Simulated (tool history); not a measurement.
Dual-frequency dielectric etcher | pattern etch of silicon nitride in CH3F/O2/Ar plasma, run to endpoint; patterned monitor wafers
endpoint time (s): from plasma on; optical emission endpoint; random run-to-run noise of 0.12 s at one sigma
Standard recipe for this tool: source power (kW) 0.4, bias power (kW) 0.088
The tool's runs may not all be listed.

run	day	source power (kW)	bias power (kW)	wafers since the last listed run	hours since the last wet clean	hours since the last source power generator calibration	hours since the last bias power generator calibration	hours since the last upper electrode change	incoming incoming film thickness, nm	endpoint time (s)
1	0	0.4	0.093	0	319	1839.5	3090	2743.2	33.03	37.5
2	2.008	0.4	0.088	506	367.2	1887.7	3138.2	2791.4	32.63	37.5
# day 5.112: wet clean of the chamber
3	5.133	0.4	0.088	536	0.5	1962.7	3213.2	2866.4	32.65	38.5
4	5.492	0.4	0.088	90	9.1	1971.3	3221.8	2875	32.4	38.2
5	6.879	0.4	0.088	350	42.4	2004.6	3255.1	2908.3	32.82	38.6
6	9.8	0.4	0.073	736	112.5	2074.7	3325.2	2978.4	32.63	40.5
7	12.229	0.4	0.073	612	170.8	2133	3383.5	3036.7	32.58	40.3
8	14.154	0.38	0.088	485	217	2179.2	3429.7	3082.9	33.11	39.3
9	16.629	0.38	0.088	624	276.4	2238.6	3489.1	3142.3	32.88	38.7
10	19.225	0.4	0.088	654	338.7	2300.9	3551.4	3204.6	32.68	37.7
11	21.933	0.4	0.088	683	403.7	2365.9	3616.4	3269.6	33.02	37.7
# day 23.758: wet clean of the chamber
12	24.071	0.4	0.099	287	7.5	2417.2	3667.7	3320.9	33.09	37.7
13	25.512	0.4	0.099	363	42.1	2451.8	3702.3	3355.5	32.96	37.4
14	29.046	0.4	0.099	891	126.9	2536.6	3787.1	3440.3	32.51	36.4
15	33.788	0.4	0.081	1196	240.7	2650.4	3900.9	3554.1	32.95	39.2
16	36.783	0.4	0.098	755	312.6	2722.3	3972.8	3626	32.39	35.9
17	39.379	0.49	0.1	654	374.9	2784.6	4035.1	3688.3	32.58	33.4
18	41.95	0.4	0.088	648	436.6	2846.3	4096.8	3750	32.33	36.9
# day 43.388: wet clean of the chamber
19	44.579	0.37	0.088	411	28.6	2909.4	4159.9	3813.1	32.58	39.3
# day 47.267: source power generator calibrated
20	47.379	0.4	0.08	664	95.8	2.7	4227.1	3880.3	32.91	40.5
21	52.221	0.32	0.088	1221	212	118.9	4343.3	3996.5	32.58	41.5
# day 54.729: upper electrode replaced
22	54.808	0.4	0.088	400	274.1	181	4405.4	1.9	32.54	37.9
23	56.183	0.4	0.081	346	307.1	214	4438.4	34.9	32.56	38.9
24	57.433	0.4	0.088	315	337.1	244	4468.4	64.9	32.74	38.2
25	58.804	0.33	0.082	345	370	276.9	4501.3	97.8	32.51	41.4
26	61.629	0.43	0.1	712	437.8	344.7	4569.1	165.6	33.07	35.5
# day 63.804: wet clean of the chamber
27	64.133	0.43	0.109	379	7.9	404.8	4629.2	225.7	32.46	35.2
# day 64.388: bias power generator calibrated
28	67.088	0.48	0.096	703	78.8	475.7	64.8	296.6	32.46	34.9
29	69.217	0.33	0.074	537	129.9	526.8	115.9	347.7	32.73	43.9
30	70.862	0.4	0.102	415	169.4	566.3	155.4	387.2	32.88	36.9
31	73.729	0.31	0.097	723	238.2	635.1	224.2	456	32.65	40.1

Forecast run 32:
32	75.512	0.44	0.088	449	281	677.9	267	498.8	32.78	?

{"run 32": {"endpoint time (s)": 36.8}}
Were there no unlogged condition in the tool, this run, its random variation unchanged, would have produced endpoint time (s) 38.1.
